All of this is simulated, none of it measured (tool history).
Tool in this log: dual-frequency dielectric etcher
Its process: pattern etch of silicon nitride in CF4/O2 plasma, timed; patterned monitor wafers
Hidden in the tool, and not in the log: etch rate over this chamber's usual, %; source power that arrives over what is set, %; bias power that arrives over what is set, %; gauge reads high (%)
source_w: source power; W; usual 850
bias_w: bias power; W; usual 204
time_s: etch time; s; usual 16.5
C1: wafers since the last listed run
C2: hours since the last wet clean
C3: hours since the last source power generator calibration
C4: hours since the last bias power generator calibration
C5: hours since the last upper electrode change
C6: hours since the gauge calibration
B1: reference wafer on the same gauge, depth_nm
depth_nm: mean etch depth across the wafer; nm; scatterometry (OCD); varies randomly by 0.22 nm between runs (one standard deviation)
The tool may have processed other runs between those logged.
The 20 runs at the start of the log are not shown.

{"run": 21, "hour": 1485.2, "source_w": 660, "bias_w": 224, "time_s": 12.5, "C1": 1283, "C2": 543.0, "C3": 291.9, "C4": 3034.1, "C5": 885.1, "C6": 1305.8, "B1": 48.6, "depth_nm": 35.4}
{"hour": 1528.0, "done": "wet clean of the chamber"}
{"run": 22, "hour": 1528.5, "source_w": 960, "bias_w": 176, "time_s": 16.5, "C1": 349, "C2": 0.5, "C3": 335.2, "C4": 3077.4, "C5": 928.4, "C6": 1349.1, "B1": 48.6, "depth_nm": 56.5}
{"hour": 1555.2, "done": "bias power generator calibrated"}
{"run": 23, "hour": 1626.7, "source_w": 850, "bias_w": 204, "time_s": 16.5, "C1": 1707, "C2": 98.7, "C3": 433.4, "C4": 71.5, "C5": 1026.6, "C6": 1447.3, "B1": 48.6, "depth_nm": 54.7}
{"run": 24, "hour": 1690.5, "source_w": 850, "bias_w": 250, "time_s": 18.0, "C1": 1156, "C2": 162.5, "C3": 497.2, "C4": 135.3, "C5": 1090.4, "C6": 1511.1, "B1": 48.6, "depth_nm": 63.5}
{"run": 25, "hour": 1789.1, "source_w": 850, "bias_w": 204, "time_s": 13.0, "C1": 1787, "C2": 261.1, "C3": 595.8, "C4": 233.9, "C5": 1189.0, "C6": 1609.7, "B1": 48.7, "depth_nm": 43.1}
{"run": 26, "hour": 1882.5, "source_w": 720, "bias_w": 178, "time_s": 18.0, "C1": 1693, "C2": 354.5, "C3": 689.2, "C4": 327.3, "C5": 1282.4, "C6": 1703.1, "B1": 48.5, "depth_nm": 51.0}
{"run": 27, "hour": 1975.8, "source_w": 670, "bias_w": 204, "time_s": 19.0, "C1": 1691, "C2": 447.8, "C3": 782.5, "C4": 420.6, "C5": 1375.7, "C6": 1796.4, "B1": 48.6, "depth_nm": 53.8}
{"run": 28, "hour": 2076.7, "source_w": 850, "bias_w": 204, "time_s": 16.5, "C1": 1828, "C2": 548.7, "C3": 883.4, "C4": 521.5, "C5": 1476.6, "C6": 1897.3, "B1": 48.7, "depth_nm": 54.4}
{"hour": 2115.7, "done": "wet clean of the chamber"}
{"run": 29, "hour": 2116.2, "source_w": 850, "bias_w": 204, "time_s": 16.5, "C1": 280, "C2": 0.5, "C3": 922.9, "C4": 561.0, "C5": 1516.1, "C6": 1936.8, "B1": 48.6, "depth_nm": 54.3}
{"run": 30, "hour": 2217.4, "source_w": 850, "bias_w": 184, "time_s": 13.0, "C1": 1834, "C2": 101.7, "C3": 1024.1, "C4": 662.2, "C5": 1617.3, "C6": 2038.0, "B1": 48.6, "depth_nm": 41.6}

4 options for the next run, each taken on its own from the tool as it stands now. Forecast them:
{"run": "A", "hour": 2217.8, "source_w": 850, "bias_w": 204, "time_s": 14.0, "C1": 7, "C2": 102.1, "C3": 1024.5, "C4": 662.6, "C5": 1617.7, "C6": 2038.4, "B1": "?", "depth_nm": "?"}
{"run": "B", "hour": 2217.8, "source_w": 930, "bias_w": 204, "time_s": 16.5, "C1": 7, "C2": 102.1, "C3": 1024.5, "C4": 662.6, "C5": 1617.7, "C6": 2038.4, "B1": "?", "depth_nm": "?"}
{"run": "C", "hour": 2217.8, "source_w": 990, "bias_w": 217, "time_s": 11.5, "C1": 7, "C2": 102.1, "C3": 1024.5, "C4": 662.6, "C5": 1617.7, "C6": 2038.4, "B1": "?", "depth_nm": "?"}
{"run": "D", "hour": 2217.8, "source_w": 690, "bias_w": 204, "time_s": 14.0, "C1": 7, "C2": 102.1, "C3": 1024.5, "C4": 662.6, "C5": 1617.7, "C6": 2038.4, "B1": "?", "depth_nm": "?"}

run=A B1=48.7 depth_nm=46.0
run=B B1=48.7 depth_nm=57.7
run=C B1=48.7 depth_nm=42.8
run=D B1=48.7 depth_nm=39.9
Stripped of hidden state, with their random variation kept, the same runs would have yielded:
run=A depth_nm=46.3
run=B depth_nm=58.1
run=C depth_nm=43.1
run=D depth_nm=40.2
